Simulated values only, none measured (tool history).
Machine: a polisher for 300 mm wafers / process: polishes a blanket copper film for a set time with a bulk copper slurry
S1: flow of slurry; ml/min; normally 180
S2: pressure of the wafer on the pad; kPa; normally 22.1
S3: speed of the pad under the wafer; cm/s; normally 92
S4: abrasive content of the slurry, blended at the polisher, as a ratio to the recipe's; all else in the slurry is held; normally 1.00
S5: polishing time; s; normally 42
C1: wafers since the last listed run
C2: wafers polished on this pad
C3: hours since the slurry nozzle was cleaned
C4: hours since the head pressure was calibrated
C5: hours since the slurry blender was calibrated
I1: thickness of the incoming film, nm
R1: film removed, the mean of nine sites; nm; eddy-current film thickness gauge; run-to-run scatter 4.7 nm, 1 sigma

Run 1, hour 0.0: usual settings but S2 26.9 kPa; C1 0; C2 1011; C3 390.8; C4 290.6; C5 83.1; I1 4287.3. Result: R1 475.6 nm.
Run 2, hour 33.2: usual settings; C1 266; C2 1278; C3 424.0; C4 323.8; C5 116.3; I1 4206.7. Result: R1 393.7 nm.
At hour 73.7: slurry nozzle cleaned.
Run 3, hour 74.2: usual settings; C1 321; C2 1599; C3 0.5; C4 364.8; C5 157.3; I1 4349.6. Result: R1 396.7 nm.
At hour 125.0: head pressure recalibrated.
Run 4, hour 125.9: usual settings; C1 399; C2 1999; C3 52.2; C4 0.9; C5 209.0; I1 4265.5. Result: R1 390.9 nm.
At hour 159.8: worn pad replaced by a new one.
Run 5, hour 161.1: usual settings; C1 250; C2 10; C3 87.4; C4 36.1; C5 244.2; I1 4253.9. Result: R1 412.3 nm.
At hour 201.3: slurry blender recalibrated.
Run 6, hour 226.8: usual settings; C1 512; C2 522; C3 153.1; C4 101.8; C5 25.5; I1 4337.5. Result: R1 403.8 nm.
Run 7, hour 286.9: usual settings; C1 483; C2 1005; C3 213.2; C4 161.9; C5 85.6; I1 4267.9. Result: R1 401.5 nm.
Run 8, hour 333.5: usual settings but S4 1.15; C1 374; C2 1380; C3 259.8; C4 208.5; C5 132.2; I1 4248.5. Result: R1 415.5 nm.
At hour 399.9: worn pad replaced by a new one.
At hour 450.1: slurry blender recalibrated.
Run 9, hour 450.6: usual settings but S4 1.15; C1 893; C2 391; C3 376.9; C4 325.6; C5 0.5; I1 4293.6. Result: R1 403.0 nm.
At hour 472.5: slurry nozzle cleaned.
Run 10, hour 512.6: usual settings; C1 490; C2 881; C3 40.1; C4 387.6; C5 62.5; I1 4312.6. Result: R1 405.5 nm.
At hour 530.0: head pressure recalibrated.
Run 11, hour 573.2: usual settings; C1 471; C2 1353; C3 100.7; C4 43.2; C5 123.1; I1 4352.9. Result: R1 391.7 nm.
Run 12, hour 622.2: usual settings; C1 393; C2 1747; C3 149.7; C4 92.2; C5 172.1; I1 4350.3. Result: R1 385.1 nm.
Run 13, hour 673.0: usual settings but S1 205 ml/min, S3 122 cm/s; C1 408; C2 2155; C3 200.5; C4 143.0; C5 222.9; I1 4248.2. Result: R1 510.9 nm.
At hour 678.9: worn pad replaced by a new one.
At hour 715.4: slurry blender recalibrated.
Run 14, hour 762.3: usual settings; C1 669; C2 654; C3 289.8; C4 232.3; C5 46.9; I1 4332.7. Result: R1 404.8 nm.
Run 15, hour 827.2: usual settings but S1 235 ml/min, S2 14.5 kPa; C1 521; C2 1176; C3 354.7; C4 297.2; C5 111.8; I1 4307.4. Result: R1 290.8 nm.
Run 16, hour 851.8: usual settings but S5 28 s; C1 197; C2 1374; C3 379.3; C4 321.8; C5 136.4; I1 4267.2. Result: R1 269.3 nm.
Run 17, hour 914.8: usual settings; C1 506; C2 1880; C3 442.3; C4 384.8; C5 199.4; I1 4300.3. Result: R1 389.5 nm.
At hour 921.6: slurry nozzle cleaned.
At hour 928.7: head pressure recalibrated.
At hour 930.2: worn pad replaced by a new one.
At hour 956.7: slurry blender recalibrated.
Run 18, hour 975.4: usual settings but S1 120 ml/min, S2 25.5 kPa, S4 1.20; C1 434; C2 347; C3 53.8; C4 46.7; C5 18.7; I1 4282.5. Result: R1 449.3 nm.
Run 19, hour 1011.8: usual settings but S3 108 cm/s, S4 0.90; C1 292; C2 640; C3 90.2; C4 83.1; C5 55.1; I1 4214.3. Result: R1 474.8 nm.
Run 20, hour 1080.3: usual settings but S2 15.9 kPa, S5 28 s; C1 550; C2 1191; C3 158.7; C4 151.6; C5 123.6; I1 4253.3. Result: R1 203.3 nm.
Run 21, hour 1108.7: usual settings; C1 228; C2 1419; C3 187.1; C4 180.0; C5 152.0; I1 4334.7. Result: R1 390.1 nm.
Run 22, hour 1155.6: usual settings; C1 377; C2 1796; C3 234.0; C4 226.9; C5 198.9; I1 4328.6. Result: R1 394.8 nm.
Run 23, hour 1199.9: usual settings; C1 356; C2 2152; C3 278.3; C4 271.2; C5 243.2; I1 4303.6. Result: R1 383.7 nm.

Run 24 is up next; what results do you expect?
At hour 1226.1: worn pad replaced by a new one.
At hour 1245.3: slurry blender recalibrated.
Run 24, hour 1268.2: usual settings but S3 108 cm/s, S4 0.90, S5 36 s; C1 500; C2 322; C3 346.6; C4 339.5; C5 22.9; I1 4325.8. Result: R1 ?.

{"run 24": {"R1": 402.8}}
The same run, on a tool lacking any hidden state, would have yielded R1 404.5 nm.

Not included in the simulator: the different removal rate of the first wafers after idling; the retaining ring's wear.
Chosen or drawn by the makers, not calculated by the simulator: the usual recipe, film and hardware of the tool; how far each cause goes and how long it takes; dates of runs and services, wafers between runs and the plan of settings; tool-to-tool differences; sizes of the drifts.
